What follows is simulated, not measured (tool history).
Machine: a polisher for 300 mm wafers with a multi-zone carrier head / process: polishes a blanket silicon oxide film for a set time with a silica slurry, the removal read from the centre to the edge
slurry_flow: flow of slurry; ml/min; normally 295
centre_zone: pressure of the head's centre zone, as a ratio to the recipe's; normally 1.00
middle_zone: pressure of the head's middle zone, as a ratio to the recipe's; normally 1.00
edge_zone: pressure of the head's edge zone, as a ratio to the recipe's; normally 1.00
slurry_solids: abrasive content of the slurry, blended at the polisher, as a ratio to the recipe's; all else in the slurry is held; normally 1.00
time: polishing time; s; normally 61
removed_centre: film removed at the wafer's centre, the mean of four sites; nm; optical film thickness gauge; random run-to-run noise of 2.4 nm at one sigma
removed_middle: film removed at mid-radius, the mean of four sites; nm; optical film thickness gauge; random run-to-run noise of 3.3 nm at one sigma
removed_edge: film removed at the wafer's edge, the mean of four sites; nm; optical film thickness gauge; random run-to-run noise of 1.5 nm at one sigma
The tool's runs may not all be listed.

| run | hour | slurry_flow | centre_zone | middle_zone | edge_zone | slurry_solids | time | wafers since the last listed run | wafers polished on this pad | hours since the slurry nozzle was cleaned | hours since the centre zone pressure was calibrated | hours since the edge zone pressure was calibrated | hours since the carrier head's membrane was replaced | incoming thickness of the incoming film, nm | removed_centre | removed_middle | removed_edge |
|---|---|---|---|---|---|---|---|---|---|---|---|---|---|---|---|---|---|
| 1 | 0.0 | 295 | 1.00 | 1.00 | 1.00 | 1.00 | 61 | 0 | 708 | 495.8 | 569.9 | 161.1 | 168.4 | 1051.5 | 210.4 | 225.4 | 228.7 |
| 2 | 70.1 | 295 | 1.00 | 1.00 | 1.00 | 1.00 | 61 | 1021 | 1730 | 565.9 | 640.0 | 231.2 | 238.5 | 1049.2 | 207.6 | 230.2 | 231.2 |
|  | 122.3 | centre zone pressure recalibrated |
| 3 | 149.7 | 295 | 1.00 | 1.00 | 1.00 | 1.00 | 61 | 1130 | 2860 | 645.5 | 27.4 | 310.8 | 318.1 | 1059.9 | 216.1 | 221.9 | 226.9 |
| 4 | 245.5 | 295 | 1.00 | 1.00 | 1.00 | 1.00 | 61 | 1395 | 4256 | 741.3 | 123.2 | 406.6 | 413.9 | 1026.9 | 207.2 | 218.5 | 224.3 |
|  | 313.3 | slurry nozzle cleaned |
| 5 | 340.5 | 295 | 1.00 | 1.04 | 1.00 | 1.25 | 61 | 1369 | 5625 | 27.2 | 218.2 | 501.6 | 508.9 | 1021.8 | 244.1 | 265.9 | 257.8 |
|  | 482.3 | edge zone pressure recalibrated |
|  | 568.6 | worn pad replaced by a new one |
| 6 | 569.1 | 295 | 1.00 | 1.00 | 1.07 | 1.00 | 55 | 3242 | 7 | 255.8 | 446.8 | 86.8 | 737.5 | 1020.5 | 191.9 | 214.0 | 217.3 |
|  | 784.3 | centre zone pressure recalibrated |
| 7 | 801.7 | 295 | 1.00 | 1.00 | 1.04 | 1.00 | 53 | 3359 | 3366 | 488.4 | 17.4 | 319.4 | 970.1 | 1042.9 | 198.0 | 201.8 | 202.6 |
| 8 | 895.0 | 295 | 0.96 | 0.97 | 1.00 | 0.90 | 61 | 1359 | 4726 | 581.7 | 110.7 | 412.7 | 1063.4 | 1043.2 | 201.4 | 204.4 | 216.9 |
| 9 | 1087.4 | 295 | 1.00 | 0.96 | 0.94 | 1.00 | 51 | 2802 | 7528 | 774.1 | 303.1 | 605.1 | 1255.8 | 1051.2 | 168.7 | 175.3 | 181.8 |
|  | 1117.6 | edge zone pressure recalibrated |
|  | 1144.6 | slurry nozzle cleaned |
|  | 1155.5 | worn pad replaced by a new one |
| 10 | 1194.4 | 295 | 1.00 | 1.11 | 1.00 | 1.00 | 78 | 1456 | 566 | 49.8 | 410.1 | 76.8 | 1362.8 | 1040.4 | 281.0 | 334.7 | 301.9 |
|  | 1208.3 | carrier head's membrane replaced by a new one |
| 11 | 1241.3 | 370 | 1.00 | 1.00 | 1.00 | 1.00 | 76 | 610 | 1176 | 96.7 | 457.0 | 123.7 | 33.0 | 1041.1 | 273.3 | 301.8 | 300.8 |
| 12 | 1292.3 | 380 | 0.92 | 1.00 | 1.00 | 1.00 | 61 | 742 | 1919 | 147.7 | 508.0 | 174.7 | 84.0 | 1041.4 | 208.7 | 247.9 | 240.5 |
|  | 1379.9 | centre zone pressure recalibrated |
| 13 | 1397.8 | 295 | 1.00 | 0.95 | 1.06 | 1.20 | 72 | 1507 | 3427 | 253.2 | 17.9 | 280.2 | 189.5 | 1031.5 | 292.2 | 282.2 | 301.0 |
| 14 | 1541.2 | 335 | 1.00 | 1.00 | 0.89 | 1.00 | 61 | 2088 | 5516 | 396.6 | 161.3 | 423.6 | 332.9 | 1027.9 | 218.6 | 237.1 | 227.9 |
| 15 | 1581.8 | 295 | 1.00 | 1.00 | 1.00 | 1.00 | 61 | 591 | 6107 | 437.2 | 201.9 | 464.2 | 373.5 | 1050.9 | 210.3 | 231.2 | 231.7 |
| 16 | 1661.5 | 295 | 1.00 | 1.00 | 1.00 | 1.00 | 61 | 1161 | 7268 | 516.9 | 281.6 | 543.9 | 453.2 | 1033.2 | 214.4 | 232.4 | 230.7 |
| 17 | 1767.6 | 385 | 1.00 | 1.00 | 1.00 | 1.00 | 61 | 1545 | 8814 | 623.0 | 387.7 | 650.0 | 559.3 | 1027.2 | 220.7 | 235.6 | 235.8 |
|  | 1787.6 | worn pad replaced by a new one |
|  | 1797.9 | edge zone pressure recalibrated |
| 18 | 1815.9 | 295 | 1.00 | 1.00 | 1.00 | 1.00 | 61 | 616 | 383 | 671.3 | 436.0 | 18.0 | 607.6 | 1022.9 | 202.9 | 227.1 | 227.9 |
| 19 | 1857.7 | 295 | 1.00 | 0.89 | 1.07 | 0.75 | 49 | 608 | 992 | 713.1 | 477.8 | 59.8 | 649.4 | 1035.1 | 142.8 | 144.3 | 162.6 |
|  | 1881.7 | slurry nozzle cleaned |
| 20 | 1924.4 | 350 | 0.96 | 1.00 | 1.07 | 1.00 | 69 | 957 | 1949 | 42.7 | 544.5 | 126.5 | 716.1 | 1017.3 | 241.2 | 272.4 | 278.5 |
| 21 | 1999.8 | 295 | 1.00 | 0.95 | 1.09 | 1.20 | 61 | 1098 | 3048 | 118.1 | 619.9 | 201.9 | 791.5 | 1035.7 | 232.0 | 241.1 | 263.4 |
| 22 | 2056.5 | 295 | 1.00 | 1.00 | 1.07 | 1.00 | 61 | 825 | 3874 | 174.8 | 676.6 | 258.6 | 848.2 | 1046.5 | 213.8 | 236.8 | 240.3 |

Subtracting, for every run, the result it would have given without the tool's unlogged condition from the measured result gives the following. The same run-to-run variation enters both numbers; the gauge's scatter may not:
Unlogged tool condition in this case: removal rate lost through wear of the pad, %; slurry flow missing at the pad, %; deviation of the centre zone's pressure from its setpoint, %; deviation of the edge zone's pressure from its setpoint, %.
| run | removed_centre | removed_middle | removed_edge |
|---|---|---|---|
| 1 | -27.0 | -10.4 | -8.0 |
| 2 | -29.3 | -12.7 | -9.6 |
| 3 | -19.6 | -14.9 | -11.4 |
| 4 | -29.4 | -18.2 | -13.9 |
| 5 | -16.8 | -1.1 | -0.9 |
| 6 | -21.4 | -4.3 | -3.3 |
| 7 | -12.1 | -8.5 | -6.5 |
| 8 | -21.3 | -10.9 | -8.7 |
| 9 | -30.3 | -14.7 | -11.4 |
| 10 | -25.7 | -1.0 | -0.8 |
| 11 | -26.3 | -1.4 | -1.2 |
| 12 | -21.4 | -1.7 | -1.4 |
| 13 | -10.2 | -4.8 | -3.9 |
| 14 | -19.1 | -5.9 | -4.4 |
| 15 | -21.9 | -7.5 | -5.7 |
| 16 | -27.2 | -9.4 | -7.1 |
| 17 | -30.2 | -9.4 | -7.2 |
| 18 | -33.6 | -13.7 | -10.3 |
| 19 | -25.2 | -9.6 | -8.1 |
| 20 | -24.4 | -0.6 | -0.6 |
| 21 | -25.4 | -1.9 | -1.6 |
| 22 | -24.7 | -2.7 | -2.2 |
